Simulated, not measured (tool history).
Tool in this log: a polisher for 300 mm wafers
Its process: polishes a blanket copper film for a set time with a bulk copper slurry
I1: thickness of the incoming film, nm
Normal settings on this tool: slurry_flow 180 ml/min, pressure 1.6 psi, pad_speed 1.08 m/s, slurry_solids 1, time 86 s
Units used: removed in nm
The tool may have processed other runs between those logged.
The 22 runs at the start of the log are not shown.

Run 23, hour 575.3: usual settings but slurry_solids 0.85; I1 3786.5. Result: removed 480.7 nm.
Run 24, hour 587.6: usual settings but slurry_flow 155 ml/min; I1 3803.3. Result: removed 494.4 nm.
Run 25, hour 601: usual settings but slurry_flow 215 ml/min, pressure 2.1 psi, slurry_solids 0.75, time 74 s; I1 3793.8. Result: removed 534.2 nm.
At hour 603.9: slurry nozzle cleaned.
Run 26, hour 629.8: usual settings; I1 3732.4. Result: removed 500 nm.
Run 27, hour 651.7: usual settings but pressure 1.1 psi, slurry_solids 1.25; I1 3725.5. Result: removed 365.1 nm.
Run 28, hour 676.8: usual settings but slurry_flow 150 ml/min, pad_speed 0.78 m/s, slurry_solids 0.8; I1 3738.9. Result: removed 369.1 nm.
Run 29, hour 694.1: usual settings but slurry_flow 210 ml/min, pad_speed 1.44 m/s; I1 3783.4. Result: removed 636.4 nm.
Run 30, hour 707.6: usual settings but pressure 2.1 psi, slurry_solids 0.75; I1 3772. Result: removed 605.9 nm.

Here are 4 independent what-if runs from the current tool condition. What would each one return?
Run A, hour 708: usual settings but time 70 s; I1 3776.2. Result: removed ?.
Run B, hour 708: usual settings but slurry_flow 145 ml/min, slurry_solids 0.75, time 108 s; I1 3776.2. Result: removed ?.
Run C, hour 708: usual settings but slurry_flow 155 ml/min, slurry_solids 0.85, time 114 s; I1 3776.2. Result: removed ?.
Run D, hour 708: usual settings but slurry_flow 120 ml/min, pad_speed 0.82 m/s; I1 3776.2. Result: removed ?.

run  removed
  A    411.2
  B    582.2
  C    635.8
  D    393.4
Had the tool no hidden state, the same runs would have come out as:
run  removed
  A    411.2
  B    582.2
  C    635.8
  D    393.4

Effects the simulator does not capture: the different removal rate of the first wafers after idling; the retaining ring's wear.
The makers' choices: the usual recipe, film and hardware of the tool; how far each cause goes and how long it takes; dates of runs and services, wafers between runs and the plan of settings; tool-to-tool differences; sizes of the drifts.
